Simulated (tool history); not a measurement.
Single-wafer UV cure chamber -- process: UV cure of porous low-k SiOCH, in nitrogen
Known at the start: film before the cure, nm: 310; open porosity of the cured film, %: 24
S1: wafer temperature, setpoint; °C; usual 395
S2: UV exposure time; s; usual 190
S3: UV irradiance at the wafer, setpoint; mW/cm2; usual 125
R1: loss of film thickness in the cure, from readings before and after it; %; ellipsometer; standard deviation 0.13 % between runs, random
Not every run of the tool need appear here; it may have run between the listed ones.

run	hour	S1	S2	S3	R1
1	0.0	395	190	125	13.504
2	15.2	395	190	125	13.395
3	28.2	395	190	125	13.324
4	40.7	395	190	125	13.457
5	54.1	395	190	125	13.280
6	64.5	395	190	125	13.519
7	72.5	384	190	125	13.266
8	126.4	384	190	125	13.114
9	142.9	384	190	125	13.328
10	155.5	387	190	125	13.227
11	172.4	387	190	125	13.361
12	184.7	395	130	125	11.673
13	198.7	403	190	125	13.545
14	209.5	403	190	125	13.415
15	218.9	403	190	125	13.374
# hour 254.3: quartz window cleaned
16	258.9	395	190	99	12.142
17	269.3	395	190	99	12.268
18	279.1	395	190	125	13.350
19	293.2	395	190	125	13.187
20	299.5	395	190	139	14.069
21	307.4	395	190	139	14.246
22	314.1	395	155	125	12.433
23	321.9	395	145	125	11.861
24	328.9	395	145	125	12.007
25	336.3	395	225	110	13.645
26	347.4	395	190	156	14.370
27	355.0	385	290	160	16.428
# hour 372.0: UV bulbs replaced
28	380.2	413	125	92	10.352
29	394.2	395	190	154	14.434
30	410.8	395	130	95	10.188
31	424.0	376	280	135	15.448
32	440.3	388	190	125	13.420
33	456.6	395	190	125	13.372
34	470.3	395	190	125	13.504
35	481.5	395	295	125	15.582
36	520.8	376	190	147	13.717
37	533.3	395	225	125	14.626
# hour 547.3: quartz window cleaned
38	547.8	407	80	99	8.351
39	553.9	404	140	125	12.057
40	569.7	395	230	95	13.077
41	577.7	395	190	88	11.679
42	615.5	395	190	125	13.117
43	626.3	395	190	125	13.462
44	639.5	395	270	146	16.046
45	646.3	383	100	103	8.935
46	657.4	411	190	147	14.664
47	669.3	407	190	125	13.575
48	682.2	402	190	113	13.075
49	698.9	395	190	125	13.321

5 options for the next run, each taken on its own from the tool as it stands now. Forecast them:
A	699.4	395	220	125	?
B	699.4	386	255	104	?
C	699.4	402	80	105	?
D	699.4	395	270	92	?
E	699.4	395	80	164	?

run	R1
A	14.151
B	13.785
C	8.549
D	13.633
E	10.500
With the hidden condition removed and each run's random variation left untouched, the same runs would have given:
run	R1
A	14.151
B	13.785
C	8.549
D	13.633
E	10.500
